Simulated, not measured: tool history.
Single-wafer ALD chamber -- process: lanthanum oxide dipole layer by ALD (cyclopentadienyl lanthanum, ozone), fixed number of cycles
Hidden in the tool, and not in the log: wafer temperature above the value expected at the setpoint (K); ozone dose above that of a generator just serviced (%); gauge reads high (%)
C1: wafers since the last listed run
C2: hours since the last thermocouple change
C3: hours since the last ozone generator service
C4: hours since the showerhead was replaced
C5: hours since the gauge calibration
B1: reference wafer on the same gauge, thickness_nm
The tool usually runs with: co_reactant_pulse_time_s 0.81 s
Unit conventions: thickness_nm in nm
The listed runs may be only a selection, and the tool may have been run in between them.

run 1 day=0 | co_reactant_pulse_time_s=0.81 | C1=0 C2=1790.5 C3=176.8 C4=2949.1 C5=1743 | B1=0.554 | thickness_nm=0.448
run 2 day=3.762 | co_reactant_pulse_time_s=0.92 | C1=1385 C2=1880.8 C3=267.1 C4=3039.4 C5=1833.3 | B1=0.555 | thickness_nm=0.468
run 3 day=7.804 | co_reactant_pulse_time_s=0.92 | C1=1487 C2=1977.8 C3=364.1 C4=3136.4 C5=1930.3 | B1=0.556 | thickness_nm=0.465
run 4 day=9.858 | co_reactant_pulse_time_s=0.74 | C1=756 C2=2027.1 C3=413.4 C4=3185.7 C5=1979.6 | B1=0.556 | thickness_nm=0.426
-- day=12.233 ozone generator serviced
run 5 day=12.438 | co_reactant_pulse_time_s=0.74 | C1=826 C2=2089 C3=4.9 C4=3247.6 C5=2041.5 | B1=0.556 | thickness_nm=0.448
run 6 day=15.496 | co_reactant_pulse_time_s=0.74 | C1=1125 C2=2162.4 C3=78.3 C4=3321 C5=2114.9 | B1=0.556 | thickness_nm=0.436
run 7 day=18.521 | co_reactant_pulse_time_s=0.71 | C1=1113 C2=2235 C3=150.9 C4=3393.6 C5=2187.5 | B1=0.554 | thickness_nm=0.424
run 8 day=22.229 | co_reactant_pulse_time_s=0.71 | C1=1365 C2=2324 C3=239.9 C4=3482.6 C5=2276.5 | B1=0.555 | thickness_nm=0.416
run 9 day=23.992 | co_reactant_pulse_time_s=0.71 | C1=648 C2=2366.3 C3=282.2 C4=3524.9 C5=2318.8 | B1=0.556 | thickness_nm=0.416
run 10 day=28.229 | co_reactant_pulse_time_s=0.81 | C1=1560 C2=2468 C3=383.9 C4=3626.6 C5=2420.5 | B1=0.555 | thickness_nm=0.44
run 11 day=31.792 | co_reactant_pulse_time_s=0.81 | C1=1311 C2=2553.5 C3=469.4 C4=3712.1 C5=2506 | B1=0.555 | thickness_nm=0.436
-- day=33.112 ozone generator serviced
run 12 day=35.833 | co_reactant_pulse_time_s=0.81 | C1=1365 C2=2650.5 C3=65.3 C4=3809.1 C5=2603 | B1=0.555 | thickness_nm=0.455
run 13 day=38.979 | co_reactant_pulse_time_s=0.81 | C1=1158 C2=2726 C3=140.8 C4=3884.6 C5=2678.5 | B1=0.555 | thickness_nm=0.447
-- day=39.754 thermocouple changed; heater temperature recalibrated
run 14 day=42.521 | co_reactant_pulse_time_s=0.81 | C1=1181 C2=66.4 C3=225.8 C4=3969.6 C5=2763.5 | B1=0.554 | thickness_nm=0.442

Run 15 is up next; what results do you expect?
-- day=44.162 gauge calibrated
run 15 day=45.275 | co_reactant_pulse_time_s=0.61 | C1=1013 C2=132.5 C3=291.9 C4=4035.7 C5=26.7 | B1=? | thickness_nm=?

{"run 15": {"B1": 0.557, "thickness_nm": 0.391}}
If the tool had no hidden condition, the same run with the same run-to-run variation would have returned thickness_nm 0.42 nm.
